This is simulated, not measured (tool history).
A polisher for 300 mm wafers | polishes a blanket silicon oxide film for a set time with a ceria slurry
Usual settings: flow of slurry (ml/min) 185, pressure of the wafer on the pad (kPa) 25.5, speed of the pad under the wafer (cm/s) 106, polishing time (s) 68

| run | day | flow of slurry (ml/min) | pressure of the wafer on the pad (kPa) | speed of the pad under the wafer (cm/s) | polishing time (s) | wafers since the last listed run | wafers polished on this pad | hours since the slurry nozzle was cleaned | hours since the head pressure was calibrated | incoming thickness of the incoming film, nm | film removed (angstrom) |
|---|---|---|---|---|---|---|---|---|---|---|---|
| 1 | 0 | 185 | 25.5 | 106 | 68 | 0 | 2038 | 146.9 | 478.1 | 1496.7 | 3578 |
| 2 | 1.338 | 185 | 22.1 | 106 | 62 | 315 | 2353 | 179 | 510.2 | 1484.5 | 2773 |
| 3 | 3.546 | 185 | 22.1 | 106 | 62 | 520 | 2874 | 232 | 563.2 | 1488.3 | 2794 |
| 4 | 6.408 | 185 | 22.1 | 106 | 62 | 675 | 3550 | 300.7 | 631.9 | 1530.1 | 2725 |
|  | 12.858 | worn pad replaced by a new one |
| 5 | 13.692 | 185 | 25.5 | 106 | 68 | 1678 | 196 | 475.5 | 806.7 | 1512.1 | 3737 |
| 6 | 15.525 | 185 | 25.5 | 106 | 68 | 432 | 629 | 519.5 | 850.7 | 1471.2 | 3676 |
| 7 | 16.771 | 185 | 25.5 | 106 | 68 | 293 | 923 | 549.4 | 880.6 | 1510.6 | 3597 |
| 8 | 19.512 | 185 | 25.5 | 106 | 68 | 646 | 1570 | 615.2 | 946.4 | 1509.4 | 3558 |
| 9 | 21.379 | 155 | 20 | 106 | 68 | 440 | 2010 | 660 | 991.2 | 1519.8 | 2757 |
|  | 23.05 | head pressure recalibrated |
| 10 | 24.179 | 155 | 20 | 106 | 68 | 640 | 2651 | 727.2 | 27.1 | 1491.1 | 2617 |
|  | 25.471 | slurry nozzle cleaned |
| 11 | 26.508 | 185 | 25.5 | 106 | 68 | 539 | 3190 | 24.9 | 83 | 1497.2 | 3451 |
| 12 | 27.612 | 185 | 25.5 | 106 | 68 | 260 | 3451 | 51.4 | 109.5 | 1516.1 | 3392 |
| 13 | 29.817 | 185 | 25.5 | 106 | 68 | 519 | 3971 | 104.3 | 162.4 | 1500.3 | 3342 |
|  | 30.688 | worn pad replaced by a new one |
| 14 | 31.475 | 185 | 18.6 | 106 | 68 | 351 | 185 | 144.1 | 202.2 | 1516 | 2715 |
| 15 | 37.662 | 185 | 18.6 | 106 | 68 | 1459 | 1645 | 292.6 | 350.7 | 1512.5 | 2612 |
| 16 | 38.892 | 185 | 25.5 | 106 | 68 | 289 | 1934 | 322.1 | 380.2 | 1501.5 | 3444 |
| 17 | 42.946 | 155 | 17.2 | 86 | 68 | 956 | 2891 | 419.4 | 477.5 | 1481.1 | 1795 |
| 18 | 44.412 | 185 | 25.5 | 106 | 68 | 345 | 3237 | 454.6 | 512.7 | 1489.5 | 3415 |
| 19 | 45.888 | 185 | 22.1 | 106 | 62 | 347 | 3585 | 490 | 548.1 | 1504.1 | 2705 |
| 20 | 48.175 | 185 | 25.5 | 106 | 90 | 539 | 4124 | 544.9 | 603 | 1518.5 | 4326 |
|  | 51.329 | worn pad replaced by a new one |
| 21 | 52.567 | 225 | 25.5 | 136 | 68 | 996 | 292 | 650.3 | 708.4 | 1506.3 | 4951 |
| 22 | 55.317 | 185 | 25.5 | 106 | 68 | 648 | 940 | 716.3 | 774.4 | 1495.9 | 3755 |
| 23 | 57.846 | 240 | 19.3 | 106 | 80 | 596 | 1537 | 777 | 835.1 | 1504.8 | 3262 |
|  | 61.567 | slurry nozzle cleaned |
| 24 | 61.942 | 185 | 25.5 | 106 | 68 | 956 | 2493 | 9 | 933.4 | 1502.7 | 3523 |
| 25 | 64.621 | 185 | 31.7 | 106 | 68 | 632 | 3125 | 73.3 | 997.7 | 1497.8 | 4312 |
| 26 | 67.092 | 185 | 25.5 | 106 | 68 | 582 | 3708 | 132.6 | 1057 | 1531.5 | 3512 |
| 27 | 68.279 | 185 | 29.6 | 78 | 68 | 280 | 3988 | 161.1 | 1085.5 | 1490.4 | 2888 |
|  | 68.879 | head pressure recalibrated |
|  | 69.138 | worn pad replaced by a new one |
| 28 | 71.142 | 185 | 25.5 | 106 | 68 | 616 | 472 | 229.8 | 54.3 | 1481.9 | 3731 |
| 29 | 73.604 | 185 | 25.5 | 106 | 52 | 580 | 1053 | 288.9 | 113.4 | 1496.9 | 2852 |
| 30 | 74.942 | 120 | 18.6 | 106 | 68 | 315 | 1369 | 321 | 145.5 | 1508.9 | 2458 |
| 31 | 76.733 | 155 | 21.4 | 106 | 68 | 422 | 1791 | 364 | 188.5 | 1509.8 | 2980 |
| 32 | 79.404 | 185 | 25.5 | 132 | 68 | 630 | 2422 | 428.1 | 252.6 | 1466.8 | 4329 |
| 33 | 80.538 | 165 | 25.5 | 106 | 53 | 267 | 2689 | 455.3 | 279.8 | 1478.1 | 2713 |
| 34 | 82.492 | 210 | 25.5 | 86 | 46 | 461 | 3150 | 502.2 | 326.7 | 1508.5 | 1945 |
| 35 | 84.042 | 220 | 25.5 | 106 | 68 | 365 | 3516 | 539.4 | 363.9 | 1519.1 | 3451 |
| 36 | 86.583 | 220 | 25.5 | 80 | 68 | 599 | 4115 | 600.4 | 424.9 | 1485.1 | 2588 |
| 37 | 89.008 | 235 | 17.9 | 70 | 68 | 572 | 4687 | 658.6 | 483.1 | 1509 | 1632 |
|  | 90.117 | slurry nozzle cleaned |
|  | 90.471 | worn pad replaced by a new one |
| 38 | 91.85 | 185 | 25.5 | 106 | 68 | 621 | 325 | 41.6 | 551.3 | 1522.5 | 3569 |

Hidden state at the last listed run before each entry between runs and at the first one after, where it differs:
Between runs 4 and 5: worn pad replaced by a new one (day 12.858)
  removal rate lost through wear of the pad, %: 9.1 -> 1.62
  measured less the result without the state, film removed (angstrom): -273 -> -61
Between runs 9 and 10: head pressure recalibrated (day 23.05)
  removal rate lost through wear of the pad, %: 6.04 -> 7.65
  measured less the result without the state, film removed (angstrom): -177 -> -217
Between runs 10 and 11: slurry nozzle cleaned (day 25.471)
  removal rate lost through wear of the pad, %: 7.65 -> 8.99
  measured less the result without the state, film removed (angstrom): -217 -> -341
Between runs 13 and 14: worn pad replaced by a new one (day 30.688)
  removal rate lost through wear of the pad, %: 10.9 -> 2.5
  measured less the result without the state, film removed (angstrom): -408 -> -70
Between runs 20 and 21: worn pad replaced by a new one (day 51.329)
  removal rate lost through wear of the pad, %: 12.1 -> 1.43
  measured less the result without the state, film removed (angstrom): -596 -> -71
Between runs 23 and 24: slurry nozzle cleaned (day 61.567)
  removal rate lost through wear of the pad, %: 4.46 -> 6.82
  measured less the result without the state, film removed (angstrom): -153 -> -257
Between runs 27 and 28: head pressure recalibrated (day 68.879); worn pad replaced by a new one (day 69.138)
  removal rate lost through wear of the pad, %: 10.5 -> 1.24
  measured less the result without the state, film removed (angstrom): -338 -> -47
Between runs 37 and 38: slurry nozzle cleaned (day 90.117); worn pad replaced by a new one (day 90.471)
  removal rate lost through wear of the pad, %: 11.5 -> 2.1
  measured less the result without the state, film removed (angstrom): -213 -> -77
